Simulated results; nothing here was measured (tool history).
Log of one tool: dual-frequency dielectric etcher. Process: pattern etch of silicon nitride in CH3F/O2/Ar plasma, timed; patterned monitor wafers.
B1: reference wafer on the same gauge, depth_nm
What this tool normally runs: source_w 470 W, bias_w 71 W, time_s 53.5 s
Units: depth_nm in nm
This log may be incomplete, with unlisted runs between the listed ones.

{"run": 1, "hour": 0.0, "source_w": 540, "bias_w": 71, "time_s": 58.5, "B1": 34.2, "depth_nm": 41.28}
{"run": 2, "hour": 34.5, "source_w": 470, "bias_w": 71, "time_s": 66.0, "B1": 34.15, "depth_nm": 44.88}
{"run": 3, "hour": 79.7, "source_w": 470, "bias_w": 71, "time_s": 66.0, "B1": 34.23, "depth_nm": 44.75}
{"run": 4, "hour": 149.0, "source_w": 470, "bias_w": 71, "time_s": 53.5, "B1": 34.22, "depth_nm": 36.91}
{"run": 5, "hour": 191.1, "source_w": 470, "bias_w": 71, "time_s": 53.5, "B1": 34.22, "depth_nm": 37.49}
{"hour": 215.5, "done": "wet clean of the chamber"}
{"run": 6, "hour": 312.7, "source_w": 470, "bias_w": 71, "time_s": 53.5, "B1": 34.22, "depth_nm": 37.87}
{"hour": 366.5, "done": "bias power generator calibrated"}
{"run": 7, "hour": 377.4, "source_w": 470, "bias_w": 71, "time_s": 45.0, "B1": 34.28, "depth_nm": 32.36}
{"run": 8, "hour": 435.8, "source_w": 470, "bias_w": 71, "time_s": 45.0, "B1": 34.16, "depth_nm": 32.12}
{"run": 9, "hour": 489.8, "source_w": 470, "bias_w": 71, "time_s": 45.0, "B1": 34.21, "depth_nm": 32.35}
{"hour": 534.2, "done": "wet clean of the chamber, repeated, since the last time left the tool worse"}
{"run": 10, "hour": 534.7, "source_w": 470, "bias_w": 71, "time_s": 53.5, "B1": 34.21, "depth_nm": 36.17}
{"run": 11, "hour": 544.5, "source_w": 470, "bias_w": 71, "time_s": 53.5, "B1": 34.2, "depth_nm": 36.02}
{"run": 12, "hour": 569.1, "source_w": 470, "bias_w": 58, "time_s": 67.0, "B1": 34.2, "depth_nm": 41.95}
{"hour": 604.6, "done": "gauge calibrated"}
{"run": 13, "hour": 709.9, "source_w": 470, "bias_w": 61, "time_s": 49.0, "B1": 34.23, "depth_nm": 31.71}
{"run": 14, "hour": 742.2, "source_w": 470, "bias_w": 63, "time_s": 53.5, "B1": 34.2, "depth_nm": 35.32}
{"hour": 887.6, "done": "source power generator calibrated"}
{"hour": 894.7, "done": "wet clean of the chamber"}
{"run": 15, "hour": 915.7, "source_w": 500, "bias_w": 62, "time_s": 67.0, "B1": 34.18, "depth_nm": 43.14}
{"run": 16, "hour": 946.0, "source_w": 430, "bias_w": 71, "time_s": 62.0, "B1": 34.23, "depth_nm": 41.41}
{"run": 17, "hour": 979.9, "source_w": 470, "bias_w": 62, "time_s": 49.0, "B1": 34.15, "depth_nm": 31.13}
{"run": 18, "hour": 1013.8, "source_w": 580, "bias_w": 83, "time_s": 41.5, "B1": 34.17, "depth_nm": 31.13}
{"hour": 1050.8, "done": "upper electrode replaced"}
{"run": 19, "hour": 1060.9, "source_w": 390, "bias_w": 82, "time_s": 38.0, "B1": 34.2, "depth_nm": 25.97}
{"run": 20, "hour": 1106.0, "source_w": 470, "bias_w": 89, "time_s": 61.5, "B1": 34.2, "depth_nm": 45.97}
{"run": 21, "hour": 1173.6, "source_w": 370, "bias_w": 82, "time_s": 39.0, "B1": 34.22, "depth_nm": 27.13}
{"run": 22, "hour": 1219.1, "source_w": 470, "bias_w": 71, "time_s": 53.5, "B1": 34.18, "depth_nm": 36.67}
{"run": 23, "hour": 1263.9, "source_w": 470, "bias_w": 71, "time_s": 53.5, "B1": 34.23, "depth_nm": 36.81}
{"run": 24, "hour": 1288.0, "source_w": 470, "bias_w": 83, "time_s": 53.5, "B1": 34.22, "depth_nm": 39.83}
{"hour": 1347.8, "done": "wet clean of the chamber"}
{"run": 25, "hour": 1348.3, "source_w": 470, "bias_w": 71, "time_s": 53.5, "B1": 34.21, "depth_nm": 35.97}
{"run": 26, "hour": 1473.1, "source_w": 540, "bias_w": 71, "time_s": 58.5, "B1": 34.24, "depth_nm": 41.01}
{"run": 27, "hour": 1647.4, "source_w": 400, "bias_w": 54, "time_s": 40.0, "B1": 34.21, "depth_nm": 24.16}
{"run": 28, "hour": 1674.5, "source_w": 560, "bias_w": 71, "time_s": 53.5, "B1": 34.22, "depth_nm": 38.02}

5 options for the next run, each taken on its own from the tool as it stands now. Forecast them:
{"run": "A", "hour": 1674.9, "source_w": 470, "bias_w": 71, "time_s": 53.5, "B1": "?", "depth_nm": "?"}
{"run": "B", "hour": 1674.9, "source_w": 470, "bias_w": 89, "time_s": 53.5, "B1": "?", "depth_nm": "?"}
{"run": "C", "hour": 1674.9, "source_w": 410, "bias_w": 71, "time_s": 44.5, "B1": "?", "depth_nm": "?"}
{"run": "D", "hour": 1674.9, "source_w": 550, "bias_w": 59, "time_s": 64.0, "B1": "?", "depth_nm": "?"}
{"run": "E", "hour": 1674.9, "source_w": 420, "bias_w": 71, "time_s": 53.5, "B1": "?", "depth_nm": "?"}

run=A B1=34.18 depth_nm=37.05
run=B B1=34.18 depth_nm=40.46
run=C B1=34.18 depth_nm=30.04
run=D B1=34.18 depth_nm=42.65
run=E B1=34.18 depth_nm=36.28
Stripped of hidden state, with their random variation kept, the same runs would have yielded:
run=A depth_nm=36.23
run=B depth_nm=39.57
run=C depth_nm=29.38
run=D depth_nm=41.71
run=E depth_nm=35.47
